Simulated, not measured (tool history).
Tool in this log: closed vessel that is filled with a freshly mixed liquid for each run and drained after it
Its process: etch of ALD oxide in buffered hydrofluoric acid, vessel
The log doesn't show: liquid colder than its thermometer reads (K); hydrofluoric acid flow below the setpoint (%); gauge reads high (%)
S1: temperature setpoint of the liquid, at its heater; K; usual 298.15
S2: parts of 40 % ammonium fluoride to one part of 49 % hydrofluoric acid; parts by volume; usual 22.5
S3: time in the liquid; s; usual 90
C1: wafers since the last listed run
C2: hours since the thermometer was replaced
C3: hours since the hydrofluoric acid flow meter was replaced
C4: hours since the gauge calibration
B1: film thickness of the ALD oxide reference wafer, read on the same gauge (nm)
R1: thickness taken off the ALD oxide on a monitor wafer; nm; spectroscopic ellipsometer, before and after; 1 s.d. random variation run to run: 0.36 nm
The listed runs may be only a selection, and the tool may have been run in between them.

{"run": 1, "hour": 0.0, "S1": 298.15, "S2": 18.0, "S3": 90, "C1": 0, "C2": 2700.8, "C3": 1135.4, "C4": 84.1, "B1": 59.97, "R1": 60.41}
{"run": 2, "hour": 12.2, "S1": 298.15, "S2": 18.0, "S3": 90, "C1": 962, "C2": 2713.0, "C3": 1147.6, "C4": 96.3, "B1": 59.99, "R1": 59.85}
{"run": 3, "hour": 47.0, "S1": 298.15, "S2": 18.0, "S3": 90, "C1": 2745, "C2": 2747.8, "C3": 1182.4, "C4": 131.1, "B1": 59.98, "R1": 59.37}
{"run": 4, "hour": 141.8, "S1": 294.15, "S2": 22.5, "S3": 90, "C1": 7479, "C2": 2842.6, "C3": 1277.2, "C4": 225.9, "B1": 59.99, "R1": 39.64}
{"hour": 164.4, "done": "thermometer replaced"}
{"run": 5, "hour": 173.5, "S1": 294.15, "S2": 22.5, "S3": 90, "C1": 2422, "C2": 9.1, "C3": 1308.9, "C4": 257.6, "B1": 60.07, "R1": 45.11}
{"run": 6, "hour": 203.3, "S1": 298.15, "S2": 22.5, "S3": 120, "C1": 2351, "C2": 38.9, "C3": 1338.7, "C4": 287.4, "B1": 59.98, "R1": 74.44}
{"hour": 228.3, "done": "gauge calibrated"}
{"run": 7, "hour": 239.1, "S1": 298.15, "S2": 22.5, "S3": 120, "C1": 2824, "C2": 74.7, "C3": 1374.5, "C4": 10.8, "B1": 60.04, "R1": 75.0}
{"hour": 257.5, "done": "hydrofluoric acid flow meter replaced"}
{"run": 8, "hour": 286.7, "S1": 298.15, "S2": 22.5, "S3": 120, "C1": 3676, "C2": 122.3, "C3": 29.2, "C4": 58.4, "B1": 59.98, "R1": 74.65}
{"run": 9, "hour": 308.0, "S1": 298.15, "S2": 22.5, "S3": 90, "C1": 1680, "C2": 143.6, "C3": 50.5, "C4": 79.7, "B1": 59.99, "R1": 55.95}
{"run": 10, "hour": 342.2, "S1": 303.15, "S2": 22.5, "S3": 90, "C1": 2698, "C2": 177.8, "C3": 84.7, "C4": 113.9, "B1": 60.03, "R1": 71.84}
{"run": 11, "hour": 366.1, "S1": 298.15, "S2": 22.5, "S3": 90, "C1": 1885, "C2": 201.7, "C3": 108.6, "C4": 137.8, "B1": 60.04, "R1": 55.59}
{"run": 12, "hour": 398.8, "S1": 298.15, "S2": 19.0, "S3": 50, "C1": 2579, "C2": 234.4, "C3": 141.3, "C4": 170.5, "B1": 59.99, "R1": 34.86}
{"run": 13, "hour": 420.5, "S1": 296.65, "S2": 16.0, "S3": 135, "C1": 1712, "C2": 256.1, "C3": 163.0, "C4": 192.2, "B1": 59.98, "R1": 103.71}
{"run": 14, "hour": 450.7, "S1": 293.65, "S2": 25.5, "S3": 140, "C1": 2382, "C2": 286.3, "C3": 193.2, "C4": 222.4, "B1": 60.03, "R1": 62.04}
{"run": 15, "hour": 467.9, "S1": 300.15, "S2": 25.5, "S3": 60, "C1": 1357, "C2": 303.5, "C3": 210.4, "C4": 239.6, "B1": 59.98, "R1": 38.23}
{"run": 16, "hour": 495.2, "S1": 298.15, "S2": 22.5, "S3": 90, "C1": 2153, "C2": 330.8, "C3": 237.7, "C4": 266.9, "B1": 60.03, "R1": 55.12}
{"run": 17, "hour": 523.8, "S1": 303.15, "S2": 25.0, "S3": 75, "C1": 2256, "C2": 359.4, "C3": 266.3, "C4": 295.5, "B1": 59.99, "R1": 55.83}
{"run": 18, "hour": 547.9, "S1": 298.15, "S2": 18.0, "S3": 90, "C1": 1901, "C2": 383.5, "C3": 290.4, "C4": 319.6, "B1": 59.98, "R1": 65.99}

3 ways to go on from here, each from the tool as it stands after run 18. What would each give?
{"run": "A", "hour": 548.6, "S1": 298.15, "S2": 22.5, "S3": 90, "C1": 55, "C2": 384.2, "C3": 291.1, "C4": 320.3, "B1": "?", "R1": "?"}
{"run": "B", "hour": 548.6, "S1": 303.15, "S2": 26.5, "S3": 130, "C1": 55, "C2": 384.2, "C3": 291.1, "C4": 320.3, "B1": "?", "R1": "?"}
{"run": "C", "hour": 548.6, "S1": 299.65, "S2": 22.5, "S3": 65, "C1": 55, "C2": 384.2, "C3": 291.1, "C4": 320.3, "B1": "?", "R1": "?"}

run=A B1=60.00 R1=55.16
run=B B1=60.00 R1=93.25
run=C B1=60.00 R1=43.22
What these runs would have given with no unlogged condition in the tool:
run=A R1=56.96
run=B R1=96.23
run=C R1=44.62

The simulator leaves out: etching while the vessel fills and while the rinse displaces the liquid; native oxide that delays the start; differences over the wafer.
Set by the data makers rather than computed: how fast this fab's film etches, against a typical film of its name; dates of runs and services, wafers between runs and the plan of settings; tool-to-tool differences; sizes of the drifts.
